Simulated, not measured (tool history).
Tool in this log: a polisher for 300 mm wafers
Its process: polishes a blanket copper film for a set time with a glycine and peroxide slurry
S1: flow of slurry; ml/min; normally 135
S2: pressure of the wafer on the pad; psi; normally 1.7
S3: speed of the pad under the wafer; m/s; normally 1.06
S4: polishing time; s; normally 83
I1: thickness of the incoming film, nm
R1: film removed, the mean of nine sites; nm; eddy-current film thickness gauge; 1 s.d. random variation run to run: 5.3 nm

run 1 day=0.000 | S1=135 S2=1.7 S3=1.14 S4=83 | I1=1146.7 | R1=440.7
run 2 day=0.342 | S1=135 S2=1.7 S3=1.14 S4=83 | I1=1157.2 | R1=437.6
run 3 day=0.646 | S1=135 S2=1.7 S3=1.06 S4=83 | I1=1159.7 | R1=419.6
run 4 day=1.383 | S1=135 S2=1.7 S3=1.06 S4=83 | I1=1141.5 | R1=421.9
run 5 day=2.054 | S1=135 S2=1.7 S3=1.06 S4=83 | I1=1163.6 | R1=431.1
run 6 day=2.462 | S1=135 S2=1.7 S3=1.06 S4=83 | I1=1145.2 | R1=424.1
run 7 day=2.712 | S1=135 S2=1.7 S3=1.06 S4=83 | I1=1141.6 | R1=426.2
-- day=2.917 worn pad replaced by a new one
run 8 day=3.112 | S1=120 S2=1.7 S3=1.06 S4=61 | I1=1159.0 | R1=304.8
-- day=3.404 head pressure recalibrated
run 9 day=3.425 | S1=120 S2=1.7 S3=1.06 S4=61 | I1=1159.4 | R1=317.4
run 10 day=3.871 | S1=120 S2=1.7 S3=1.06 S4=61 | I1=1164.9 | R1=317.0
run 11 day=4.229 | S1=135 S2=1.7 S3=1.06 S4=83 | I1=1156.8 | R1=437.7
run 12 day=4.488 | S1=135 S2=1.7 S3=1.06 S4=83 | I1=1134.7 | R1=440.4
run 13 day=5.225 | S1=135 S2=1.7 S3=1.06 S4=83 | I1=1133.6 | R1=434.7
run 14 day=5.700 | S1=90 S2=1.4 S3=1.06 S4=93 | I1=1144.4 | R1=395.4
run 15 day=6.362 | S1=155 S2=1.2 S3=1.40 S4=83 | I1=1146.4 | R1=430.9
run 16 day=6.817 | S1=115 S2=2.0 S3=1.18 S4=105 | I1=1144.1 | R1=655.5
run 17 day=7.333 | S1=110 S2=1.5 S3=1.38 S4=55 | I1=1124.9 | R1=316.9
run 18 day=7.742 | S1=135 S2=1.7 S3=1.06 S4=93 | I1=1130.6 | R1=501.7
run 19 day=8.383 | S1=135 S2=1.7 S3=1.06 S4=100 | I1=1137.9 | R1=528.8
-- day=8.938 worn pad replaced by a new one
run 20 day=8.958 | S1=105 S2=1.7 S3=0.88 S4=83 | I1=1159.6 | R1=363.2
run 21 day=9.254 | S1=135 S2=1.7 S3=1.06 S4=83 | I1=1141.5 | R1=439.1
run 22 day=9.662 | S1=135 S2=1.7 S3=1.06 S4=83 | I1=1137.7 | R1=436.2
-- day=9.842 head pressure recalibrated, repeated, since the last time left the tool worse
run 23 day=10.238 | S1=150 S2=1.7 S3=0.74 S4=83 | I1=1129.3 | R1=322.4
run 24 day=10.679 | S1=135 S2=1.7 S3=1.06 S4=56 | I1=1147.5 | R1=268.2
-- day=12.154 slurry nozzle cleaned
run 25 day=12.250 | S1=135 S2=1.7 S3=1.06 S4=83 | I1=1149.7 | R1=393.8
run 26 day=12.925 | S1=135 S2=1.7 S3=1.06 S4=83 | I1=1167.9 | R1=394.9
run 27 day=13.408 | S1=135 S2=1.7 S3=1.06 S4=59 | I1=1146.2 | R1=283.8
run 28 day=13.921 | S1=135 S2=2.1 S3=1.32 S4=71 | I1=1144.1 | R1=461.3
-- day=14.454 worn pad replaced by a new one
run 29 day=14.738 | S1=135 S2=2.1 S3=1.06 S4=59 | I1=1150.7 | R1=331.9
run 30 day=15.092 | S1=120 S2=1.5 S3=0.80 S4=83 | I1=1158.8 | R1=306.7
run 31 day=15.821 | S1=135 S2=1.1 S3=1.06 S4=92 | I1=1161.2 | R1=340.4
run 32 day=16.283 | S1=135 S2=2.1 S3=1.30 S4=104 | I1=1141.9 | R1=675.2
run 33 day=16.888 | S1=135 S2=1.7 S3=1.06 S4=83 | I1=1143.3 | R1=396.2
run 34 day=17.504 | S1=135 S2=2.0 S3=1.06 S4=83 | I1=1156.7 | R1=452.3
run 35 day=18.188 | S1=135 S2=2.3 S3=1.06 S4=108 | I1=1160.7 | R1=648.7
run 36 day=18.925 | S1=135 S2=1.7 S3=1.06 S4=83 | I1=1159.5 | R1=388.9
run 37 day=19.350 | S1=135 S2=1.7 S3=1.06 S4=83 | I1=1138.8 | R1=404.0

Table of differences, measured result less the result of that run with no hidden state. Run-to-run variation is the same in both. Gauge scatter possibly is not:
Hidden state present: removal rate lost through wear of the pad, %; slurry flow missing at the pad, %; deviation of the head's pressure from its setpoint, %.
run=1 R1=+22.6
run=2 R1=+22.9
run=3 R1=+22.0
run=4 R1=+23.1
run=5 R1=+24.6
run=6 R1=+24.8
run=7 R1=+25.2
run=8 R1=+18.5
run=9 R1=+30.4
run=10 R1=+30.4
run=11 R1=+41.9
run=12 R1=+42.2
run=13 R1=+41.7
run=14 R1=+36.4
run=15 R1=+40.8
run=16 R1=+66.3
run=17 R1=+31.4
run=18 R1=+48.4
run=19 R1=+51.1
run=20 R1=+33.9
run=21 R1=+42.6
run=22 R1=+42.5
run=23 R1=-1.6
run=24 R1=-1.4
run=25 R1=-2.1
run=26 R1=-2.0
run=27 R1=-1.4
run=28 R1=-2.3
run=29 R1=-1.5
run=30 R1=-1.2
run=31 R1=-1.1
run=32 R1=-2.6
run=33 R1=-1.2
run=34 R1=-1.3
run=35 R1=-1.4
run=36 R1=-0.5
run=37 R1=-0.5
